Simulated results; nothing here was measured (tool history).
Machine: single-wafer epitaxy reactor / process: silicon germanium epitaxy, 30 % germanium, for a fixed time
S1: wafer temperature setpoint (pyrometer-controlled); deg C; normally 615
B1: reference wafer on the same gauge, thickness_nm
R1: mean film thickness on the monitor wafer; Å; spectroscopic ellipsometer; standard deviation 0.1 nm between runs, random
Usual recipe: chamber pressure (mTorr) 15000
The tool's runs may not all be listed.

run 1 hour=0.0 | S1=615 chamber_pressure_(mTorr)=15000 | B1=69.696 | R1=745.55
run 2 hour=14.2 | S1=615 chamber_pressure_(mTorr)=15000 | B1=69.666 | R1=743.55
run 3 hour=49.9 | S1=615 chamber_pressure_(mTorr)=15000 | B1=69.709 | R1=745.54
run 4 hour=63.5 | S1=609 chamber_pressure_(mTorr)=15000 | B1=69.726 | R1=681.19
run 5 hour=84.1 | S1=609 chamber_pressure_(mTorr)=15000 | B1=69.723 | R1=680.16
run 6 hour=151.8 | S1=609 chamber_pressure_(mTorr)=15000 | B1=69.692 | R1=678.80
run 7 hour=178.0 | S1=615 chamber_pressure_(mTorr)=15000 | B1=69.690 | R1=746.91
-- hour=220.5 gauge calibrated
run 8 hour=265.3 | S1=615 chamber_pressure_(mTorr)=15000 | B1=69.686 | R1=745.84
run 9 hour=288.7 | S1=615 chamber_pressure_(mTorr)=15000 | B1=69.679 | R1=746.22
-- hour=341.8 pyrometer calibrated
-- hour=364.7 showerhead replaced
run 10 hour=373.3 | S1=615 chamber_pressure_(mTorr)=15000 | B1=69.732 | R1=697.55
run 11 hour=398.1 | S1=615 chamber_pressure_(mTorr)=16800 | B1=69.691 | R1=719.86
run 12 hour=416.4 | S1=615 chamber_pressure_(mTorr)=13700 | B1=69.711 | R1=686.30
run 13 hour=433.3 | S1=615 chamber_pressure_(mTorr)=13700 | B1=69.692 | R1=685.36
run 14 hour=457.2 | S1=615 chamber_pressure_(mTorr)=13500 | B1=69.682 | R1=684.19
run 15 hour=473.3 | S1=615 chamber_pressure_(mTorr)=13500 | B1=69.687 | R1=686.75
run 16 hour=486.1 | S1=619 chamber_pressure_(mTorr)=15000 | B1=69.710 | R1=748.86
-- hour=507.8 capacitance manometer re-zeroed and calibrated
run 17 hour=508.3 | S1=605 chamber_pressure_(mTorr)=15000 | B1=69.700 | R1=593.46
run 18 hour=534.8 | S1=619 chamber_pressure_(mTorr)=12300 | B1=69.679 | R1=705.70
run 19 hour=551.8 | S1=615 chamber_pressure_(mTorr)=15000 | B1=69.705 | R1=697.40
run 20 hour=582.7 | S1=615 chamber_pressure_(mTorr)=17700 | B1=69.694 | R1=730.37
run 21 hour=616.6 | S1=601 chamber_pressure_(mTorr)=16900 | B1=69.730 | R1=579.37
run 22 hour=638.6 | S1=609 chamber_pressure_(mTorr)=16800 | B1=69.699 | R1=658.00
run 23 hour=651.9 | S1=615 chamber_pressure_(mTorr)=15000 | B1=69.692 | R1=702.98
run 24 hour=670.9 | S1=605 chamber_pressure_(mTorr)=13100 | B1=69.707 | R1=582.60
run 25 hour=690.7 | S1=626 chamber_pressure_(mTorr)=11600 | B1=69.703 | R1=782.37
run 26 hour=707.2 | S1=629 chamber_pressure_(mTorr)=11700 | B1=69.688 | R1=822.79
run 27 hour=729.5 | S1=630 chamber_pressure_(mTorr)=17200 | B1=69.682 | R1=919.45

3 ways to go on from here, each from the tool as it stands after run 27. What would each give?
run A hour=729.9 | S1=625 chamber_pressure_(mTorr)=15000 | B1=? | R1=?
run B hour=729.9 | S1=608 chamber_pressure_(mTorr)=15000 | B1=? | R1=?
run C hour=729.9 | S1=605 chamber_pressure_(mTorr)=13000 | B1=? | R1=?

run=A B1=69.714 R1=821.83
run=B B1=69.714 R1=632.10
run=C B1=69.714 R1=582.72
The same runs, with their run-to-run variation unchanged, on a tool lacking any hidden condition would have given:
run=A R1=796.91
run=B R1=612.41
run=C R1=564.48
